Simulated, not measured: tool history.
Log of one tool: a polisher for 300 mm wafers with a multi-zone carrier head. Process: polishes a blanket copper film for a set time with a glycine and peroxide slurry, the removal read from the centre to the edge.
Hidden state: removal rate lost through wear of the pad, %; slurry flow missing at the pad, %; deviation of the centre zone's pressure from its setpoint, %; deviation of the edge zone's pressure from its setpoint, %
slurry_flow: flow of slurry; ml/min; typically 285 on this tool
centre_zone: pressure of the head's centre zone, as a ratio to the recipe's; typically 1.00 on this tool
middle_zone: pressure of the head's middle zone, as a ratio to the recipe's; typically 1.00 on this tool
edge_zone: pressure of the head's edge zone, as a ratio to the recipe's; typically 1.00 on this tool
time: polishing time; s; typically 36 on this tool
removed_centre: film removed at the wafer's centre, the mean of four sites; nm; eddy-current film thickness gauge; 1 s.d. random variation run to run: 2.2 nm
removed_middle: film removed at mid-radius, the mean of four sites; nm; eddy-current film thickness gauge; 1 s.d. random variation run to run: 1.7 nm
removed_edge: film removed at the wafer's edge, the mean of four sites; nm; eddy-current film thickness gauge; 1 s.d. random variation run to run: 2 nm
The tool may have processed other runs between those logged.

run,hour,slurry_flow,centre_zone,middle_zone,edge_zone,time,wafers since the last listed run,wafers polished on this pad,hours since the slurry nozzle was cleaned,hours since the centre zone pressure was calibrated,hours since the edge zone pressure was calibrated,hours since the carrier head's membrane was replaced,"incoming thickness of the incoming film, nm",removed_centre,removed_middle,removed_edge
1,0.0,285,1.00,1.00,1.00,36,0,408,467.5,244.6,450.8,1001.1,1608.6,144.4,147.3,152.0
2,14.6,285,1.00,1.00,1.00,36,168,577,482.1,259.2,465.4,1015.7,1621.7,143.6,148.0,150.8
3,21.9,285,1.00,1.00,1.00,36,84,661,489.4,266.5,472.7,1023.0,1590.2,144.3,146.8,150.7
4,38.7,285,1.00,1.00,1.00,36,193,854,506.2,283.3,489.5,1039.8,1607.2,145.6,144.4,149.1
5,51.1,285,1.00,1.00,1.00,36,142,997,518.6,295.7,501.9,1052.2,1638.6,142.5,144.6,146.4
6,65.5,285,1.00,1.00,1.00,36,165,1163,533.0,310.1,516.3,1066.6,1644.2,143.8,148.3,151.9
# hour 83.9: worn pad replaced by a new one
7,112.0,325,1.07,1.00,1.00,36,489,323,579.5,356.6,562.8,1113.1,1586.0,149.8,144.9,146.7
8,126.8,325,1.07,1.00,1.00,36,170,494,594.3,371.4,577.6,1127.9,1599.6,152.1,144.1,150.0
9,138.4,285,1.00,1.00,1.00,36,133,627,605.9,383.0,589.2,1139.5,1634.7,136.4,139.2,147.6
10,156.2,285,1.00,0.90,1.00,36,204,832,623.7,400.8,607.0,1157.3,1604.4,133.3,126.4,148.1
11,164.9,285,1.00,1.00,1.00,36,100,932,632.4,409.5,615.7,1166.0,1593.7,137.2,138.0,142.5
12,175.9,330,1.00,1.00,1.00,36,126,1059,643.4,420.5,626.7,1177.0,1600.7,140.1,140.6,149.6
13,189.1,285,1.00,1.00,1.00,47,151,1211,656.6,433.7,639.9,1190.2,1605.2,176.4,177.2,193.7
14,196.8,285,1.00,1.00,1.00,36,88,1300,664.3,441.4,647.6,1197.9,1589.0,131.8,134.6,145.7
# hour 198.7: slurry nozzle cleaned
# hour 207.4: worn pad replaced by a new one, of another model than before
15,211.5,210,0.96,1.08,1.00,24,111,46,12.8,456.1,662.3,1212.6,1641.0,87.3,96.7,97.4
16,219.6,285,0.91,1.00,1.00,43,93,139,20.9,464.2,670.4,1220.7,1622.8,163.7,179.5,187.7
# hour 252.0: edge zone pressure recalibrated
# hour 254.9: centre zone pressure recalibrated
# hour 255.5: carrier head's membrane replaced by a new one
17,258.1,285,1.00,0.95,1.03,30,389,529,59.4,3.2,6.1,2.6,1607.5,123.0,120.6,133.2
18,272.3,285,0.91,1.00,1.00,43,163,692,73.6,17.4,20.3,16.8,1610.6,162.1,183.7,182.8
19,281.9,285,1.00,1.00,1.00,32,110,803,83.2,27.0,29.9,26.4,1589.8,133.1,136.3,140.3
20,289.8,210,1.00,1.00,0.95,36,90,894,91.1,34.9,37.8,34.3,1625.3,131.8,138.2,141.6
21,300.8,285,1.04,1.03,1.00,36,126,1021,102.1,45.9,48.8,45.3,1617.2,154.2,154.3,156.6
22,317.3,285,1.03,1.05,1.11,43,189,1210,118.6,62.4,65.3,61.8,1607.6,186.5,184.8,195.8
# hour 330.7: worn pad replaced by a new one
23,331.2,285,0.90,1.09,1.00,36,113,6,132.5,76.3,79.2,75.7,1617.4,135.4,160.5,154.6

Alternative continuations, all from the tool just after run 23; predict every row:
A,331.6,360,1.00,1.00,1.00,36,4,10,132.9,76.7,79.6,76.1,1611.9,?,?,?
B,331.6,255,0.94,1.00,1.12,36,4,10,132.9,76.7,79.6,76.1,1611.9,?,?,?
C,331.6,285,1.00,0.91,1.00,30,4,10,132.9,76.7,79.6,76.1,1611.9,?,?,?

run,removed_centre,removed_middle,removed_edge
A,155.8,156.4,160.7
B,136.3,146.8,162.0
C,124.5,116.1,130.3
Stripped of hidden state, with their random variation kept, the same runs would have yielded:
run,removed_centre,removed_middle,removed_edge
A,157.1,157.6,161.7
B,138.5,148.8,163.7
C,126.1,117.4,131.5
